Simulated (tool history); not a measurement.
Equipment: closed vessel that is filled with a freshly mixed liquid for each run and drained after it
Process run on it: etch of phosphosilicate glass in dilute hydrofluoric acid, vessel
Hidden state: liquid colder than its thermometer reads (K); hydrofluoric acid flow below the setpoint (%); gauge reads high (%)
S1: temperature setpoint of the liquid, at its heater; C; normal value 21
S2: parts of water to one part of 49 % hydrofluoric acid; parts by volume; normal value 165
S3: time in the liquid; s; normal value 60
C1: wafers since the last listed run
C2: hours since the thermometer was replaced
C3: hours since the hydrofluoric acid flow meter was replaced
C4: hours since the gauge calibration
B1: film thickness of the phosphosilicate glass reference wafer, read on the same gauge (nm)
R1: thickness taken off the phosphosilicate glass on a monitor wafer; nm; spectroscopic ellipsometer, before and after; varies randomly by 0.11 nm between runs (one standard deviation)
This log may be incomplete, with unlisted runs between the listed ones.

run 1 day=0 | S1=21 S2=165 S3=60 | C1=0 C2=801.5 C3=1199 C4=118.8 | B1=150.03 | R1=20.9
run 2 day=0.508 | S1=21 S2=165 S3=60 | C1=1098 C2=813.7 C3=1211.2 C4=131 | B1=149.98 | R1=21.19
run 3 day=0.817 | S1=21 S2=165 S3=60 | C1=666 C2=821.1 C3=1218.6 C4=138.4 | B1=150 | R1=21.06
run 4 day=1.546 | S1=21 S2=125 S3=60 | C1=1575 C2=838.6 C3=1236.1 C4=155.9 | B1=150.01 | R1=29.18
run 5 day=2.279 | S1=21 S2=125 S3=60 | C1=1584 C2=856.2 C3=1253.7 C4=173.5 | B1=149.99 | R1=28.89
run 6 day=2.717 | S1=21 S2=125 S3=60 | C1=945 C2=866.7 C3=1264.2 C4=184 | B1=150.01 | R1=28.87
-- day=2.938 gauge calibrated
run 7 day=3.192 | S1=21 S2=165 S3=60 | C1=1026 C2=878.1 C3=1275.6 C4=6.1 | B1=149.99 | R1=20.87
-- day=3.538 thermometer replaced
run 8 day=3.65 | S1=25 S2=105 S3=30 | C1=900 C2=2.7 C3=1286.6 C4=17.1 | B1=150.02 | R1=20.55
-- day=3.8 hydrofluoric acid flow meter replaced
run 9 day=4.442 | S1=21 S2=165 S3=60 | C1=1620 C2=21.7 C3=15.4 C4=36.1 | B1=149.99 | R1=24.44
run 10 day=4.833 | S1=21 S2=165 S3=60 | C1=846 C2=31.1 C3=24.8 C4=45.5 | B1=149.98 | R1=24.43
run 11 day=5.483 | S1=17 S2=165 S3=60 | C1=1404 C2=46.7 C3=40.4 C4=61.1 | B1=150 | R1=20.89
run 12 day=7.221 | S1=22.5 S2=235 S3=85 | C1=3755 C2=88.4 C3=82.1 C4=102.8 | B1=149.98 | R1=23.49
run 13 day=7.821 | S1=21 S2=85 S3=30 | C1=1296 C2=102.8 C3=96.5 C4=117.2 | B1=149.98 | R1=25.67
run 14 day=8.179 | S1=21 S2=135 S3=60 | C1=774 C2=111.4 C3=105.1 C4=125.8 | B1=150.03 | R1=30.47

Each row is a separate what-if for the run after 14, all from the same tool condition, not one after another. Results?
run A day=8.208 | S1=21 S2=195 S3=60 | C1=63 C2=112.1 C3=105.8 C4=126.5 | B1=? | R1=?
run B day=8.208 | S1=25.5 S2=165 S3=60 | C1=63 C2=112.1 C3=105.8 C4=126.5 | B1=? | R1=?
run C day=8.208 | S1=24 S2=235 S3=75 | C1=63 C2=112.1 C3=105.8 C4=126.5 | B1=? | R1=?
run D day=8.208 | S1=21 S2=165 S3=40 | C1=63 C2=112.1 C3=105.8 C4=126.5 | B1=? | R1=?

run=A B1=149.99 R1=19.97
run=B B1=149.99 R1=28.89
run=C B1=149.99 R1=22.21
run=D B1=149.99 R1=16.23
Had the tool no hidden state, the same runs would have come out as:
run=A R1=20.35
run=B R1=29.44
run=C R1=22.65
run=D R1=16.53

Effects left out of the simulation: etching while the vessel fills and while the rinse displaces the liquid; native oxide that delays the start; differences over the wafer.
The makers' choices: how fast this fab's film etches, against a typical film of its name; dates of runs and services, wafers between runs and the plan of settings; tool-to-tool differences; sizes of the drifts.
